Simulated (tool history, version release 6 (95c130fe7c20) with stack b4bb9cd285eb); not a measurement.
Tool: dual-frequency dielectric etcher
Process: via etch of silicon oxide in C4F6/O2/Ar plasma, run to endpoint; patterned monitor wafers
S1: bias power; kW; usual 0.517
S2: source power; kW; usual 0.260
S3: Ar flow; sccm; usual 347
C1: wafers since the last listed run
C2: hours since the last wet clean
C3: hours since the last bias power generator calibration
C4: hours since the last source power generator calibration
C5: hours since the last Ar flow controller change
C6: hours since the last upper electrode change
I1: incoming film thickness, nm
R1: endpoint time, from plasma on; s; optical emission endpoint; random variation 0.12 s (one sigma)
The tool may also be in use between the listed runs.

run 1 day=0.000 | S1=0.574 S2=0.260 S3=347 | C1=0 C2=439.2 C3=3423.6 C4=2167.4 C5=1796.5 C6=4083.8 | I1=68.6 | R1=17.5
run 2 day=0.533 | S1=0.574 S2=0.260 S3=347 | C1=133 C2=452.0 C3=3436.4 C4=2180.2 C5=1809.3 C6=4096.6 | I1=68.4 | R1=17.5
run 3 day=1.092 | S1=0.517 S2=0.260 S3=347 | C1=139 C2=465.4 C3=3449.8 C4=2193.6 C5=1822.7 C6=4110.0 | I1=67.9 | R1=17.7
run 4 day=1.696 | S1=0.517 S2=0.260 S3=347 | C1=151 C2=479.9 C3=3464.3 C4=2208.1 C5=1837.2 C6=4124.5 | I1=68.6 | R1=18.3
run 5 day=2.400 | S1=0.517 S2=0.260 S3=404 | C1=176 C2=496.8 C3=3481.2 C4=2225.0 C5=1854.1 C6=4141.4 | I1=68.7 | R1=18.7
run 6 day=3.062 | S1=0.517 S2=0.260 S3=404 | C1=165 C2=512.7 C3=3497.1 C4=2240.9 C5=1870.0 C6=4157.3 | I1=68.8 | R1=18.3
run 7 day=3.692 | S1=0.517 S2=0.260 S3=404 | C1=157 C2=527.8 C3=3512.2 C4=2256.0 C5=1885.1 C6=4172.4 | I1=68.7 | R1=18.5
run 8 day=3.950 | S1=0.517 S2=0.260 S3=324 | C1=64 C2=534.0 C3=3518.4 C4=2262.2 C5=1891.3 C6=4178.6 | I1=68.6 | R1=17.9
-- day=4.567 Ar flow controller replaced
run 9 day=4.588 | S1=0.517 S2=0.260 S3=324 | C1=96 C2=549.3 C3=3533.7 C4=2277.5 C5=0.5 C6=4193.9 | I1=68.4 | R1=17.9
-- day=4.788 source power generator calibrated
run 10 day=4.942 | S1=0.604 S2=0.300 S3=429 | C1=46 C2=557.8 C3=3542.2 C4=3.7 C5=9.0 C6=4202.4 | I1=68.3 | R1=16.9
run 11 day=5.429 | S1=0.517 S2=0.260 S3=323 | C1=122 C2=569.5 C3=3553.9 C4=15.4 C5=20.7 C6=4214.1 | I1=68.5 | R1=18.2
run 12 day=5.842 | S1=0.457 S2=0.300 S3=294 | C1=103 C2=579.4 C3=3563.8 C4=25.3 C5=30.6 C6=4224.0 | I1=68.3 | R1=17.5
-- day=6.467 bias power generator calibrated
-- day=7.288 upper electrode replaced
-- day=7.317 wet clean of the chamber
run 13 day=7.338 | S1=0.517 S2=0.260 S3=347 | C1=120 C2=0.5 C3=20.9 C4=61.2 C5=66.5 C6=1.2 | I1=69.2 | R1=18.3
run 14 day=7.350 | S1=0.517 S2=0.260 S3=347 | C1=3 C2=0.8 C3=21.2 C4=61.5 C5=66.8 C6=1.5 | I1=68.5 | R1=18.2
run 15 day=7.896 | S1=0.517 S2=0.260 S3=347 | C1=136 C2=13.9 C3=34.3 C4=74.6 C5=79.9 C6=14.6 | I1=68.0 | R1=18.0
run 16 day=8.362 | S1=0.432 S2=0.260 S3=268 | C1=116 C2=25.1 C3=45.5 C4=85.8 C5=91.1 C6=25.8 | I1=67.5 | R1=18.3
run 17 day=8.783 | S1=0.517 S2=0.260 S3=347 | C1=105 C2=35.2 C3=55.6 C4=95.9 C5=101.2 C6=35.9 | I1=68.2 | R1=18.0
run 18 day=9.250 | S1=0.517 S2=0.210 S3=347 | C1=116 C2=46.4 C3=66.8 C4=107.1 C5=112.4 C6=47.1 | I1=68.8 | R1=19.4

Run 19 comes next. What will it give?
run 19 day=9.542 | S1=0.620 S2=0.280 S3=401 | C1=73 C2=53.4 C3=73.8 C4=114.1 C5=119.4 C6=54.1 | I1=68.8 | R1=?

{"run 19": {"R1": 17.0}}
Without the tool's hidden state the same run would have given R1 17.0 s.

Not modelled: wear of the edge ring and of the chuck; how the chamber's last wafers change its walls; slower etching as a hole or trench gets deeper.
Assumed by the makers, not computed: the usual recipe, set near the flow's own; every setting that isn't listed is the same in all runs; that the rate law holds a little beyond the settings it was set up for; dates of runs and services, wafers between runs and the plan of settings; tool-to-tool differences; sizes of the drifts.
